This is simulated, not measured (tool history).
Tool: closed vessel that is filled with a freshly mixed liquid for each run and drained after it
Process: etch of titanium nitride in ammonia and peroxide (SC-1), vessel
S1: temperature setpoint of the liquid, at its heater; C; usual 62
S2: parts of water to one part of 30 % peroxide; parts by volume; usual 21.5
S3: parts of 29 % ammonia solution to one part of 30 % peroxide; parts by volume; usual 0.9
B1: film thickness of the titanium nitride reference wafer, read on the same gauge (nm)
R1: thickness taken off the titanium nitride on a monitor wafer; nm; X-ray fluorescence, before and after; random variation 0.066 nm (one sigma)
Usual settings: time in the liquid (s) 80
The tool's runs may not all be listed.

{"run": 1, "hour": 0.0, "S1": 62, "S2": 24.5, "S3": 0.9, "time in the liquid (s)": 80, "B1": 89.97, "R1": 5.17}
{"run": 2, "hour": 21.8, "S1": 62, "S2": 16, "S3": 0.9, "time in the liquid (s)": 80, "B1": 90.01, "R1": 6.54}
{"run": 3, "hour": 43.8, "S1": 62, "S2": 25, "S3": 0.9, "time in the liquid (s)": 80, "B1": 90.04, "R1": 5.1}
{"run": 4, "hour": 59.6, "S1": 62, "S2": 25, "S3": 0.9, "time in the liquid (s)": 80, "B1": 89.95, "R1": 5.16}
{"run": 5, "hour": 91.3, "S1": 62, "S2": 25, "S3": 0.9, "time in the liquid (s)": 80, "B1": 89.99, "R1": 5.19}
{"run": 6, "hour": 116.4, "S1": 62, "S2": 21.5, "S3": 0.9, "time in the liquid (s)": 80, "B1": 89.98, "R1": 5.62}
{"run": 7, "hour": 142.2, "S1": 62, "S2": 21.5, "S3": 0.9, "time in the liquid (s)": 80, "B1": 89.99, "R1": 5.52}
{"run": 8, "hour": 160.5, "S1": 62, "S2": 21.5, "S3": 0.9, "time in the liquid (s)": 80, "B1": 90.05, "R1": 5.48}
{"hour": 195.1, "done": "thermometer replaced"}
{"run": 9, "hour": 195.9, "S1": 62, "S2": 21.5, "S3": 0.9, "time in the liquid (s)": 80, "B1": 89.93, "R1": 6.72}
{"run": 10, "hour": 210.6, "S1": 62, "S2": 21.5, "S3": 0.9, "time in the liquid (s)": 50, "B1": 90.02, "R1": 4.21}
{"run": 11, "hour": 223.0, "S1": 62, "S2": 21.5, "S3": 0.9, "time in the liquid (s)": 50, "B1": 90.01, "R1": 4.2}
{"run": 12, "hour": 257.4, "S1": 62, "S2": 21.5, "S3": 0.9, "time in the liquid (s)": 50, "B1": 90.03, "R1": 4.16}
{"hour": 260.9, "done": "gauge calibrated"}
{"run": 13, "hour": 270.2, "S1": 62, "S2": 21.5, "S3": 0.9, "time in the liquid (s)": 30, "B1": 90.06, "R1": 2.48}
{"run": 14, "hour": 297.9, "S1": 65, "S2": 11.5, "S3": 0.9, "time in the liquid (s)": 40, "B1": 90.02, "R1": 5.62}
{"run": 15, "hour": 329.3, "S1": 62, "S2": 21.5, "S3": 0.9, "time in the liquid (s)": 80, "B1": 90.01, "R1": 6.64}
{"run": 16, "hour": 363.3, "S1": 55.5, "S2": 21.5, "S3": 1.2, "time in the liquid (s)": 80, "B1": 90.01, "R1": 4.52}
{"hour": 368.0, "done": "new drum of ammonia solution connected"}
{"hour": 383.8, "done": "ammonia flow meter replaced"}
{"run": 17, "hour": 405.7, "S1": 57.5, "S2": 21.5, "S3": 1.05, "time in the liquid (s)": 80, "B1": 89.97, "R1": 5.02}
{"run": 18, "hour": 427.8, "S1": 66.5, "S2": 31, "S3": 0.9, "time in the liquid (s)": 65, "B1": 90.03, "R1": 5.87}
{"run": 19, "hour": 461.2, "S1": 62, "S2": 25, "S3": 0.45, "time in the liquid (s)": 80, "B1": 90.04, "R1": 5.34}
{"run": 20, "hour": 496.5, "S1": 62, "S2": 21.5, "S3": 0.9, "time in the liquid (s)": 80, "B1": 89.93, "R1": 6.45}
{"run": 21, "hour": 567.5, "S1": 62, "S2": 13, "S3": 0.45, "time in the liquid (s)": 80, "B1": 89.97, "R1": 7.68}
{"run": 22, "hour": 590.6, "S1": 62, "S2": 21.5, "S3": 0.9, "time in the liquid (s)": 80, "B1": 89.99, "R1": 6.54}
{"run": 23, "hour": 607.5, "S1": 58.5, "S2": 17, "S3": 1.2, "time in the liquid (s)": 95, "B1": 90.05, "R1": 7.42}
{"run": 24, "hour": 643.2, "S1": 62, "S2": 21.5, "S3": 0.9, "time in the liquid (s)": 80, "B1": 90.03, "R1": 6.46}
{"run": 25, "hour": 656.9, "S1": 70, "S2": 21.5, "S3": 0.9, "time in the liquid (s)": 120, "B1": 90.05, "R1": 16.03}
{"run": 26, "hour": 671.5, "S1": 62, "S2": 25.5, "S3": 0.9, "time in the liquid (s)": 130, "B1": 89.99, "R1": 9.49}
{"run": 27, "hour": 695.1, "S1": 67.5, "S2": 21.5, "S3": 0.9, "time in the liquid (s)": 80, "B1": 90.03, "R1": 9.24}
{"run": 28, "hour": 729.1, "S1": 62, "S2": 21.5, "S3": 0.65, "time in the liquid (s)": 80, "B1": 89.98, "R1": 6.01}
{"run": 29, "hour": 756.8, "S1": 62, "S2": 21.5, "S3": 0.9, "time in the liquid (s)": 80, "B1": 90, "R1": 6.38}

What the log doesn't show, run by run:
ammonia flow below the setpoint (%): 0 in every run
ammonia solution weaker than its label (%): 0 in every run
gauge reads high (%): 0 in every run
H1: liquid colder than its thermometer reads (K)
run=1 H1=2.8
run=2 H1=2.82
run=3 H1=2.84
run=4 H1=2.86
run=5 H1=2.89
run=6 H1=2.92
run=7 H1=2.95
run=8 H1=2.97
run=9 H1=0.00163
run=10 H1=0.0171
run=11 H1=0.0302
run=12 H1=0.0666
run=13 H1=0.0801
run=14 H1=0.109
run=15 H1=0.142
run=16 H1=0.178
run=17 H1=0.223
run=18 H1=0.246
run=19 H1=0.282
run=20 H1=0.319
run=21 H1=0.394
run=22 H1=0.418
run=23 H1=0.436
run=24 H1=0.474
run=25 H1=0.488
run=26 H1=0.504
run=27 H1=0.529
run=28 H1=0.565
run=29 H1=0.594

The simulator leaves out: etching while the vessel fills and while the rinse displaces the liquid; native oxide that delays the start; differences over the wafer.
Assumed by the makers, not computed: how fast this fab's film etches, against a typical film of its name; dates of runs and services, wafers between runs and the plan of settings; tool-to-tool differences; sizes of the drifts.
